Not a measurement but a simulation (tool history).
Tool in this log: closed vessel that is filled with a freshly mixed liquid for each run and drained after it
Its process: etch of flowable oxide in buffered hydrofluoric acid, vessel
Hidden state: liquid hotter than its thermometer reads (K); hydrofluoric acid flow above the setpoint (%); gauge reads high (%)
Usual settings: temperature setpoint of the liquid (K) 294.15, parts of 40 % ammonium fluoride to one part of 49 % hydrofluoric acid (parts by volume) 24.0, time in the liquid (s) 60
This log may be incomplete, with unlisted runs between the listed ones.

run	day	temperature setpoint of the liquid (K)	parts of 40 % ammonium fluoride to one part of 49 % hydrofluoric acid (parts by volume)	time in the liquid (s)	wafers since the last listed run	hours since the thermometer was replaced	hours since the hydrofluoric acid flow meter was replaced	hours since the gauge calibration	read-back film thickness of the flowable oxide reference wafer, read on the same gauge (nm)	thickness taken off the flowable oxide on a monitor wafer (nm)
1	0.000	294.15	30.0	60	0	342.6	1214.1	385.1	149.97	77.97
2	1.483	294.15	30.0	60	4841	378.2	1249.7	420.7	149.99	78.00
3	2.975	294.15	24.0	60	4868	414.0	1285.5	456.5	149.98	92.39
4	3.625	294.15	24.0	60	2121	429.6	1301.1	472.1	150.00	91.54
5	4.650	294.15	24.0	60	3345	454.2	1325.7	496.7	150.00	92.05
6	5.671	294.15	24.0	60	3332	478.7	1350.2	521.2	150.00	92.27
7	6.896	294.15	24.0	60	3998	508.1	1379.6	550.6	150.03	91.24
8	8.288	294.15	24.0	40	4542	541.5	1413.0	584.0	149.99	61.14
9	9.575	294.15	24.0	60	4202	572.4	1443.9	614.9	149.98	91.11
10	10.229	294.15	24.0	60	2135	588.1	1459.6	630.6	150.00	92.02
11	11.317	294.15	24.0	60	3549	614.2	1485.7	656.7	150.03	92.96
12	12.158	294.15	24.0	60	2747	634.4	1505.9	676.9	149.97	92.19
13	12.662	294.15	24.0	60	1645	646.5	1518.0	689.0	150.00	93.21
14	13.325	294.15	24.0	60	2162	662.4	1533.9	704.9	149.99	92.23
15	14.183	298.15	24.0	70	2801	683.0	1554.5	725.5	150.01	133.66
# day 15.367: gauge calibrated
16	15.579	298.15	24.0	70	4556	716.5	1588.0	5.1	150.00	134.39
17	16.279	294.15	24.0	60	2284	733.3	1604.8	21.9	150.00	93.63
# day 16.346: hydrofluoric acid flow meter replaced
18	17.046	291.65	30.0	30	2366	751.7	16.8	40.3	150.05	32.09
19	18.046	294.15	27.0	60	3264	775.7	40.8	64.3	149.99	80.52
20	18.779	298.15	30.0	50	2393	793.3	58.4	81.9	149.97	77.98
21	20.196	290.15	14.5	90	4624	827.3	92.4	115.9	150.04	165.36
# day 20.588: thermometer replaced
22	23.771	290.65	30.0	75	11533	76.4	178.2	201.7	149.99	76.66
23	24.742	292.15	17.0	60	3168	99.7	201.5	225.0	149.99	103.83
24	25.504	294.15	24.0	60	2488	118.0	219.8	243.3	149.98	86.97
25	26.621	294.15	24.0	60	3644	144.8	246.6	270.1	150.00	87.73
26	27.725	292.15	17.0	60	3604	171.3	273.1	296.6	150.01	105.46
27	29.208	294.15	24.0	60	4841	206.9	308.7	332.2	150.02	88.55
28	30.242	291.65	24.0	60	3372	231.7	333.5	357.0	149.97	75.89
29	31.496	291.65	19.0	70	4093	261.8	363.6	387.1	150.01	107.19
30	32.317	294.15	24.0	60	2679	281.5	383.3	406.8	149.95	88.40
31	32.821	296.65	28.5	60	1645	293.6	395.4	418.9	149.99	90.68
32	33.904	294.15	24.0	60	3536	319.6	421.4	444.9	149.99	88.60
33	35.096	294.15	30.0	60	3889	348.2	450.0	473.5	150.01	75.14
34	35.675	294.15	24.0	70	1890	362.1	463.9	487.4	149.96	103.28

What differs in the tool's unlogged condition from the final listed run ahead of each entry between runs to the first listed run following it?
From run 15 to run 16: gauge calibrated (day 15.367)
  hydrofluoric acid flow above the setpoint (%): 12.2 -> 12.4
  measured minus no-state result, thickness taken off the flowable oxide on a monitor wafer (nm): +10.14 -> +10.39
From run 17 to run 18: hydrofluoric acid flow meter replaced (day 16.346)
  hydrofluoric acid flow above the setpoint (%): 12.5 -> 1.57
  measured minus no-state result, thickness taken off the flowable oxide on a monitor wafer (nm): +7.33 -> +0.35
From run 21 to run 22: thermometer replaced (day 20.588)
  hydrofluoric acid flow above the setpoint (%): 2.14 -> 2.78
  measured minus no-state result, thickness taken off the flowable oxide on a monitor wafer (nm): +3.40 -> +1.44

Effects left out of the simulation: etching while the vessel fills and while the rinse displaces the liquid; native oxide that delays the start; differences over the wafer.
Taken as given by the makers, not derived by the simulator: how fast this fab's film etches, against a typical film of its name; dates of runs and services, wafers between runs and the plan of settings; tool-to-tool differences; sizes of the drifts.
